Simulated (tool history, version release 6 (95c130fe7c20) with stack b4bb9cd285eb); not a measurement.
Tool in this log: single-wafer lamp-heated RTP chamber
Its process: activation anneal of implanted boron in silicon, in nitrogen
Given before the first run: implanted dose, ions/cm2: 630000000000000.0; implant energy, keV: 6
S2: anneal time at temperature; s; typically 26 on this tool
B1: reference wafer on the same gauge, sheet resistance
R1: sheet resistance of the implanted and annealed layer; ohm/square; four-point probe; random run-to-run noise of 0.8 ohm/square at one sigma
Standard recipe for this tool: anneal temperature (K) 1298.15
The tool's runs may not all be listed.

Run 1, hour 0.0: usual settings but S2 21 s; B1 154.50. Result: R1 192.48 ohm/square.
Run 2, hour 32.0: usual settings but S2 21 s; B1 154.20. Result: R1 192.42 ohm/square.
Run 3, hour 105.0: usual settings but S2 21 s; B1 153.77. Result: R1 191.94 ohm/square.
At hour 118.2: reflector plate cleaned.
Run 4, hour 133.3: usual settings but S2 19 s; B1 153.69. Result: R1 190.92 ohm/square.
Run 5, hour 148.2: usual settings but S2 19 s; B1 153.71. Result: R1 192.45 ohm/square.
Run 6, hour 162.9: usual settings but S2 38 s; B1 153.59. Result: R1 187.34 ohm/square.
Run 7, hour 176.1: usual settings but S2 38 s; B1 153.59. Result: R1 185.84 ohm/square.
Run 8, hour 203.1: usual settings but anneal temperature (K) 1277.15, S2 18 s; B1 153.46. Result: R1 197.86 ohm/square.
At hour 232.0: pyrometer window cleaned and pyrometer calibrated.
Run 9, hour 237.7: usual settings but anneal temperature (K) 1327.15; B1 153.50. Result: R1 184.23 ohm/square.
At hour 249.5: gauge calibrated.
Run 10, hour 265.0: usual settings but anneal temperature (K) 1285.15, S2 31 s; B1 155.55. Result: R1 195.06 ohm/square.
Run 11, hour 292.6: usual settings; B1 155.13. Result: R1 191.48 ohm/square.
Run 12, hour 307.8: usual settings; B1 154.97. Result: R1 191.44 ohm/square.
Run 13, hour 330.3: usual settings but anneal temperature (K) 1312.15, S2 18 s; B1 154.67. Result: R1 191.13 ohm/square.
Run 14, hour 358.8: usual settings but anneal temperature (K) 1273.15; B1 154.29. Result: R1 197.95 ohm/square.
Run 15, hour 380.5: usual settings but anneal temperature (K) 1277.15, S2 35 s; B1 154.23. Result: R1 192.93 ohm/square.

Alternative continuations, all from the tool just after run 15; predict every row:
Run A, hour 380.9: usual settings; B1 ?. Result: R1 ?.
Run B, hour 380.9: usual settings but anneal temperature (K) 1284.15, S2 30 s; B1 ?. Result: R1 ?.
Run C, hour 380.9: usual settings but S2 41 s; B1 ?. Result: R1 ?.

run      B1      R1
  A  153.96  190.67
  B  153.96  193.04
  C  153.96  187.79
What these runs would have given with no unlogged condition in the tool:
run      R1
  A  192.98
  B  195.38
  C  190.07
